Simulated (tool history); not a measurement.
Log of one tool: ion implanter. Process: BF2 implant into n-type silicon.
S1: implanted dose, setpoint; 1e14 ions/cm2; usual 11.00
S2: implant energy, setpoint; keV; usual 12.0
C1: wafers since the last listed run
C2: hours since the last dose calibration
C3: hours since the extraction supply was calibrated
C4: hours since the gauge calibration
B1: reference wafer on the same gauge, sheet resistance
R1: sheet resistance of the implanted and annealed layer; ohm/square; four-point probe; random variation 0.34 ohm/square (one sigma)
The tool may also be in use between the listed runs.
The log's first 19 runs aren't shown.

run,hour,S1,S2,C1,C2,C3,C4,B1,R1
20,1032.0,11.00,12.0,832,424.2,78.7,461.9,240.02,229.57
21,1057.2,13.38,13.5,570,449.4,103.9,487.1,239.98,211.37
22,1104.0,11.00,12.0,1059,496.2,150.7,533.9,240.03,229.29
23,1161.6,11.00,12.0,1303,553.8,208.3,591.5,239.96,229.89
24,1203.5,12.52,15.5,948,595.7,250.2,633.4,239.96,202.28
25,1242.3,8.09,15.5,877,634.5,289.0,672.2,239.99,230.50
26,1274.9,11.00,12.0,737,667.1,321.6,704.8,240.00,229.68
27,1300.2,13.39,14.5,572,692.4,346.9,730.1,239.99,205.76
28,1325.2,11.00,12.0,565,717.4,371.9,755.1,239.98,229.04
29,1356.5,12.14,8.5,708,748.7,403.2,786.4,239.94,251.25
30,1423.7,11.00,14.0,1520,815.9,470.4,853.6,240.01,217.47
31,1473.2,14.11,12.0,1120,865.4,519.9,903.1,240.02,218.56

Forecast each of these 4 alternatives for the next run:
A,1473.6,11.00,9.0,9,865.8,520.3,903.5,?,?
B,1473.6,11.00,8.0,9,865.8,520.3,903.5,?,?
C,1473.6,10.17,10.0,9,865.8,520.3,903.5,?,?
D,1473.6,12.04,12.0,9,865.8,520.3,903.5,?,?

run,B1,R1
A,239.99,251.79
B,239.99,260.83
C,239.99,248.52
D,239.99,224.60
Without the tool's hidden state the same runs would have given:
run,R1
A,251.92
B,260.87
C,248.58
D,225.05
